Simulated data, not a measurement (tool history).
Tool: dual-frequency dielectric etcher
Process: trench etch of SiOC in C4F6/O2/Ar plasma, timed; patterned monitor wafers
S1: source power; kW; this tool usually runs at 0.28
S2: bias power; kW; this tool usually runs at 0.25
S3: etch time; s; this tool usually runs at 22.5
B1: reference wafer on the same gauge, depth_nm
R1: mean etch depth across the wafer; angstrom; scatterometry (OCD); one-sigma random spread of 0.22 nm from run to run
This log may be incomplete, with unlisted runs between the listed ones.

run 1 hour=0 | S1=0.32 S2=0.25 S3=22.5 | B1=37.41 | R1=456.1
run 2 hour=6.3 | S1=0.32 S2=0.25 S3=22.5 | B1=37.39 | R1=450.2
run 3 hour=13.8 | S1=0.28 S2=0.25 S3=22.5 | B1=37.36 | R1=439.6
run 4 hour=21.1 | S1=0.28 S2=0.25 S3=22.5 | B1=37.4 | R1=437
run 5 hour=70.4 | S1=0.28 S2=0.25 S3=22.5 | B1=37.43 | R1=431.3
run 6 hour=87.9 | S1=0.31 S2=0.224 S3=22.5 | B1=37.4 | R1=437
run 7 hour=100.8 | S1=0.31 S2=0.224 S3=22.5 | B1=37.41 | R1=434.4
-- hour=119.6 bias power generator calibrated
-- hour=137.5 wet clean of the chamber
run 8 hour=138 | S1=0.28 S2=0.22 S3=22.5 | B1=37.41 | R1=411.9
run 9 hour=157.1 | S1=0.28 S2=0.22 S3=22.5 | B1=37.43 | R1=410.6
run 10 hour=165.3 | S1=0.26 S2=0.25 S3=22.5 | B1=37.38 | R1=422.2
run 11 hour=171.7 | S1=0.24 S2=0.25 S3=22.5 | B1=37.38 | R1=412.8
run 12 hour=185.5 | S1=0.28 S2=0.232 S3=22.5 | B1=37.44 | R1=418.9
run 13 hour=197.8 | S1=0.22 S2=0.231 S3=28.5 | B1=37.37 | R1=495.9
run 14 hour=204.9 | S1=0.28 S2=0.25 S3=24.5 | B1=37.43 | R1=472.2
run 15 hour=219.3 | S1=0.28 S2=0.25 S3=22.5 | B1=37.4 | R1=434.1
-- hour=225.7 gauge calibrated
run 16 hour=234.7 | S1=0.28 S2=0.25 S3=19.5 | B1=37.42 | R1=374.6
run 17 hour=251.4 | S1=0.28 S2=0.286 S3=26.5 | B1=37.46 | R1=537.8
run 18 hour=257.5 | S1=0.28 S2=0.25 S3=22.5 | B1=37.4 | R1=432.5
run 19 hour=267 | S1=0.31 S2=0.293 S3=16.5 | B1=37.37 | R1=348.4
run 20 hour=276.9 | S1=0.31 S2=0.267 S3=16.5 | B1=37.43 | R1=336.7
-- hour=318.6 upper electrode replaced
run 21 hour=319.1 | S1=0.24 S2=0.25 S3=28.5 | B1=37.4 | R1=526.2
-- hour=327.3 source power generator calibrated
run 22 hour=371.6 | S1=0.3 S2=0.287 S3=17 | B1=37.39 | R1=355.2
run 23 hour=384.2 | S1=0.32 S2=0.25 S3=22.5 | B1=37.44 | R1=456
run 24 hour=398.3 | S1=0.28 S2=0.308 S3=27 | B1=37.36 | R1=564.2
run 25 hour=408.6 | S1=0.33 S2=0.25 S3=22.5 | B1=37.41 | R1=462.3
run 26 hour=416.1 | S1=0.26 S2=0.231 S3=17 | B1=37.4 | R1=316.1
run 27 hour=426.4 | S1=0.33 S2=0.193 S3=22.5 | B1=37.43 | R1=426
run 28 hour=439.3 | S1=0.28 S2=0.25 S3=22.5 | B1=37.41 | R1=441.4

What will run 29 give?
run 29 hour=453.8 | S1=0.28 S2=0.25 S3=22.5 | B1=? | R1=?

B1: 37.38
R1: 441.6 angstrom
Were there no unlogged condition in the tool, this run, its random variation unchanged, would have produced R1 429.7 angstrom.
